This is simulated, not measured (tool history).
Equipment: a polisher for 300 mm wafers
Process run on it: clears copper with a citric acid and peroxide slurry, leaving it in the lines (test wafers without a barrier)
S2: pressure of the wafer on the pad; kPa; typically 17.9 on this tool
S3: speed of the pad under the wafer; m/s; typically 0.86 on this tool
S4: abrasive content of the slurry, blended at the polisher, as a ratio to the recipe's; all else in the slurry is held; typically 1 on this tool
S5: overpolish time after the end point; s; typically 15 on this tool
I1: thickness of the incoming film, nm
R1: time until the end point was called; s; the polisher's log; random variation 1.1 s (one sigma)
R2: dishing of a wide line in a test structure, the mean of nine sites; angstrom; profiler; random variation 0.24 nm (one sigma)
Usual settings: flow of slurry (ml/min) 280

Run 1, hour 0: usual settings but S5 18 s; I1 198.9. Result: R1 112.5 s, R2 244 angstrom.
Run 2, hour 16.4: usual settings but S3 1.06 m/s; I1 192.4. Result: R1 91.4 s, R2 246 angstrom.
Run 3, hour 30.9: usual settings but S3 0.98 m/s, S5 9 s; I1 196.4. Result: R1 101.4 s, R2 141 angstrom.
Run 4, hour 46.3: usual settings but S3 0.98 m/s, S5 9 s; I1 193.6. Result: R1 99.9 s, R2 139 angstrom.
Run 5, hour 95.9: usual settings; I1 194.6. Result: R1 112.9 s, R2 201 angstrom.
Run 6, hour 111: usual settings; I1 193.8. Result: R1 113.6 s, R2 202 angstrom.
At hour 123.6: head pressure recalibrated.
Run 7, hour 125.3: usual settings; I1 195.6. Result: R1 112.9 s, R2 197 angstrom.
At hour 132.5: worn pad replaced by a new one.
Run 8, hour 136.5: usual settings; I1 194.4. Result: R1 103.3 s, R2 216 angstrom.
At hour 150: slurry blender recalibrated.
Run 9, hour 153.4: usual settings; I1 191.8. Result: R1 104.5 s, R2 209 angstrom.
Run 10, hour 175.1: usual settings; I1 194.9. Result: R1 107.7 s, R2 210 angstrom.
Run 11, hour 184.7: usual settings; I1 191.5. Result: R1 111 s, R2 205 angstrom.
At hour 209: slurry nozzle cleaned.
Run 12, hour 234: usual settings; I1 195.7. Result: R1 113.1 s, R2 201 angstrom.
Run 13, hour 246.4: usual settings but S3 1.1 m/s; I1 195.2. Result: R1 89.3 s, R2 247 angstrom.
Run 14, hour 256: usual settings but S3 0.74 m/s, S4 0.8; I1 197.1. Result: R1 134.6 s, R2 174 angstrom.
Run 15, hour 274: usual settings but flow of slurry (ml/min) 345; I1 197.5. Result: R1 114 s, R2 203 angstrom.
Run 16, hour 291.4: usual settings but S2 13.1 kPa, S3 1 m/s, S4 0.7, S5 21 s; I1 193.9. Result: R1 126 s, R2 245 angstrom.
Run 17, hour 300: usual settings but S5 18 s; I1 194.1. Result: R1 114.6 s, R2 233 angstrom.
Run 18, hour 311: usual settings; I1 197.8. Result: R1 118.8 s, R2 201 angstrom.
Run 19, hour 326.3: usual settings but flow of slurry (ml/min) 345, S2 13.1 kPa, S3 0.58 m/s, S4 1.15; I1 191.8. Result: R1 185.7 s, R2 123 angstrom.
At hour 341.4: worn pad replaced by a new one.
Run 20, hour 341.9: usual settings but S3 1 m/s; I1 191.7. Result: R1 91.2 s, R2 247 angstrom.
Run 21, hour 348.3: usual settings but S4 1.1; I1 194.5. Result: R1 104 s, R2 213 angstrom.
Run 22, hour 379.9: usual settings but flow of slurry (ml/min) 245, S4 1.25; I1 197.3. Result: R1 111 s, R2 213 angstrom.
Run 23, hour 394.5: usual settings; I1 194. Result: R1 113.1 s, R2 202 angstrom.

Branching from run 23: 4 alternative next runs. What would each branch give?
Run A, hour 395: usual settings but S2 20.7 kPa; I1 195.5. Result: R1 ?, R2 ?.
Run B, hour 395: usual settings but flow of slurry (ml/min) 190, S2 12.4 kPa, S3 0.68 m/s, S4 0.9; I1 195.5. Result: R1 ?, R2 ?.
Run C, hour 395: usual settings but S2 14.5 kPa, S5 6 s; I1 195.5. Result: R1 ?, R2 ?.
Run D, hour 395: usual settings but flow of slurry (ml/min) 375, S2 13.1 kPa, S4 1.25, S5 24 s; I1 195.5. Result: R1 ?, R2 ?.

run     R1   R2
  A  103.1  221
  B  185.6  128
  C  129.2   75
  D  128.8  273
Without the tool's hidden state the same runs would have given:
run     R1   R2
  A   95.3  238
  B  171.5  137
  C  119.4   81
  D    119  292
